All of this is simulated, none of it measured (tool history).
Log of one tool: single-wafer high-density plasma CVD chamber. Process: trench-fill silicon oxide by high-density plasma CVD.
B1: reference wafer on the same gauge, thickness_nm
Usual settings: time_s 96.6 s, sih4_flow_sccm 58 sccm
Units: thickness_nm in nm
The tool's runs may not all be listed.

run 1 hour=0.0 | time_s=96.6 sih4_flow_sccm=54 | B1=518.182 | thickness_nm=485.711
run 2 hour=6.1 | time_s=82.1 sih4_flow_sccm=58 | B1=517.859 | thickness_nm=443.326
run 3 hour=22.2 | time_s=96.6 sih4_flow_sccm=63 | B1=517.744 | thickness_nm=567.286
run 4 hour=31.0 | time_s=96.6 sih4_flow_sccm=49 | B1=518.336 | thickness_nm=440.814
run 5 hour=41.1 | time_s=96.6 sih4_flow_sccm=49 | B1=518.156 | thickness_nm=439.464
run 6 hour=48.2 | time_s=96.6 sih4_flow_sccm=58 | B1=518.014 | thickness_nm=520.571
run 7 hour=57.4 | time_s=106.7 sih4_flow_sccm=58 | B1=518.072 | thickness_nm=575.743
run 8 hour=64.9 | time_s=106.7 sih4_flow_sccm=58 | B1=517.778 | thickness_nm=575.573
run 9 hour=75.4 | time_s=96.6 sih4_flow_sccm=58 | B1=517.923 | thickness_nm=521.354
run 10 hour=88.2 | time_s=96.6 sih4_flow_sccm=58 | B1=517.924 | thickness_nm=520.908
run 11 hour=102.3 | time_s=96.6 sih4_flow_sccm=58 | B1=518.059 | thickness_nm=521.839
-- hour=112.6 silane flow controller replaced
run 12 hour=119.7 | time_s=96.6 sih4_flow_sccm=58 | B1=517.788 | thickness_nm=507.355
run 13 hour=126.6 | time_s=96.6 sih4_flow_sccm=58 | B1=517.620 | thickness_nm=508.111
run 14 hour=144.6 | time_s=96.6 sih4_flow_sccm=58 | B1=518.009 | thickness_nm=505.788
run 15 hour=151.1 | time_s=85.9 sih4_flow_sccm=63 | B1=518.112 | thickness_nm=490.226
-- hour=155.2 gauge calibrated
run 16 hour=161.6 | time_s=83.8 sih4_flow_sccm=58 | B1=518.101 | thickness_nm=440.009
-- hour=177.6 silane flow controller replaced, repeated, since the last time left the tool worse
run 17 hour=178.1 | time_s=88.0 sih4_flow_sccm=69 | B1=517.894 | thickness_nm=597.357
run 18 hour=185.1 | time_s=96.6 sih4_flow_sccm=53 | B1=518.236 | thickness_nm=503.651
run 19 hour=199.2 | time_s=82.3 sih4_flow_sccm=63 | B1=517.938 | thickness_nm=509.547
run 20 hour=208.8 | time_s=96.6 sih4_flow_sccm=51 | B1=517.826 | thickness_nm=483.794
run 21 hour=219.9 | time_s=104.6 sih4_flow_sccm=62 | B1=517.962 | thickness_nm=634.511
run 22 hour=231.3 | time_s=115.0 sih4_flow_sccm=58 | B1=517.892 | thickness_nm=655.131
run 23 hour=245.7 | time_s=96.6 sih4_flow_sccm=58 | B1=517.857 | thickness_nm=549.824
run 24 hour=255.6 | time_s=84.7 sih4_flow_sccm=58 | B1=518.031 | thickness_nm=482.714
run 25 hour=264.6 | time_s=78.2 sih4_flow_sccm=63 | B1=517.902 | thickness_nm=481.945
run 26 hour=278.7 | time_s=112.7 sih4_flow_sccm=47 | B1=517.886 | thickness_nm=518.235
run 27 hour=326.2 | time_s=77.7 sih4_flow_sccm=58 | B1=518.034 | thickness_nm=439.646
run 28 hour=338.7 | time_s=96.6 sih4_flow_sccm=58 | B1=518.051 | thickness_nm=546.979

3 ways to go on from here, each from the tool as it stands after run 28. What would each give?
run A hour=339.1 | time_s=96.6 sih4_flow_sccm=50 | B1=? | thickness_nm=?
run B hour=339.1 | time_s=114.8 sih4_flow_sccm=58 | B1=? | thickness_nm=?
run C hour=339.1 | time_s=86.5 sih4_flow_sccm=49 | B1=? | thickness_nm=?

run=A B1=517.490 thickness_nm=472.471
run=B B1=517.490 thickness_nm=651.326
run=C B1=517.490 thickness_nm=414.611
Without the tool's hidden state the same runs would have given:
run=A thickness_nm=474.369
run=B thickness_nm=653.941
run=C thickness_nm=416.276

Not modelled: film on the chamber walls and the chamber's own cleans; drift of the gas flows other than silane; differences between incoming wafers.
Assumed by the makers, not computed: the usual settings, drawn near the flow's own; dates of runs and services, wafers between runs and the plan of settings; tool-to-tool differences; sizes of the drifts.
